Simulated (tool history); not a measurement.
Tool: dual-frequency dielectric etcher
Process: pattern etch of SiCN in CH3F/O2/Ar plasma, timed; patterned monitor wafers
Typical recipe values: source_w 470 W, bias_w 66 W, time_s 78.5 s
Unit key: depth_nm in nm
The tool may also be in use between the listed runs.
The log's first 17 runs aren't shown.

run     day  source_w  bias_w  time_s  wafers since the last listed run  hours since the last wet clean  hours since the last source power generator calibration  hours since the last bias power generator calibration  hours since the last upper electrode change  hours since the gauge calibration  read-back reference wafer on the same gauge, depth_nm  depth_nm
      9.996  -- upper electrode replaced
     10.083  -- wet clean of the chamber
 18  10.104       470      66    78.5                                28                             0.5                                                    230.1                                                  180.2                                          2.6                               47.2                                                  30.80     32.02
 19  10.117       390      58    64.0                                 2                             0.8                                                    230.4                                                  180.5                                          2.9                               47.5                                                  30.79     23.72
 20  10.621       470      66    86.0                               101                            12.9                                                    242.5                                                  192.6                                         15.0                               59.6                                                  30.77     35.53
 21  11.267       510      59    66.5                               129                            28.4                                                    258.0                                                  208.1                                         30.5                               75.1                                                  30.84     27.86
 22  11.604       560      66    97.0                                67                            36.5                                                    266.1                                                  216.2                                         38.6                               83.2                                                  30.83     43.56
 23  12.242       420      66    94.5                               128                            51.8                                                    281.4                                                  231.5                                         53.9                               98.5                                                  30.83     37.90
 24  12.800       350      50   102.0                               112                            65.2                                                    294.8                                                  244.9                                         67.3                              111.9                                                  30.84     35.13
 25  13.279       470      66    78.5                                96                            76.7                                                    306.3                                                  256.4                                         78.8                              123.4                                                  30.80     32.92
 26  13.854       580      60    96.5                               115                            90.5                                                    320.1                                                  270.2                                         92.6                              137.2                                                  30.81     43.20
 27  14.179       440      61    96.0                                65                            98.3                                                    327.9                                                  278.0                                        100.4                              145.0                                                  30.85     38.46
 28  14.700       470      66    78.5                               104                           110.8                                                    340.4                                                  290.5                                        112.9                              157.5                                                  30.81     33.41
 29  15.092       470      66    78.5                                78                           120.2                                                    349.8                                                  299.9                                        122.3                              166.9                                                  30.85     32.99
 30  15.817       470      66    78.5                               145                           137.6                                                    367.2                                                  317.3                                        139.7                              184.3                                                  30.79     33.29

4 options for the next run, each taken on its own from the tool as it stands now. Forecast them:
  A  15.833       470      66    78.5                                 3                           138.0                                                    367.6                                                  317.7                                        140.1                              184.7                                                      ?         ?
  B  15.833       420      76    90.5                                 3                           138.0                                                    367.6                                                  317.7                                        140.1                              184.7                                                      ?         ?
  C  15.833       470      50    72.0                                 3                           138.0                                                    367.6                                                  317.7                                        140.1                              184.7                                                      ?         ?
  D  15.833       470      50    99.0                                 3                           138.0                                                    367.6                                                  317.7                                        140.1                              184.7                                                      ?         ?

run  read-back reference wafer on the same gauge, depth_nm  depth_nm
  A                                                  30.80     33.02
  B                                                  30.80     37.52
  C                                                  30.80     28.53
  D                                                  30.80     39.22
With the hidden condition removed and each run's random variation left untouched, the same runs would have given:
run  depth_nm
  A     32.61
  B     37.06
  C     28.17
  D     38.73
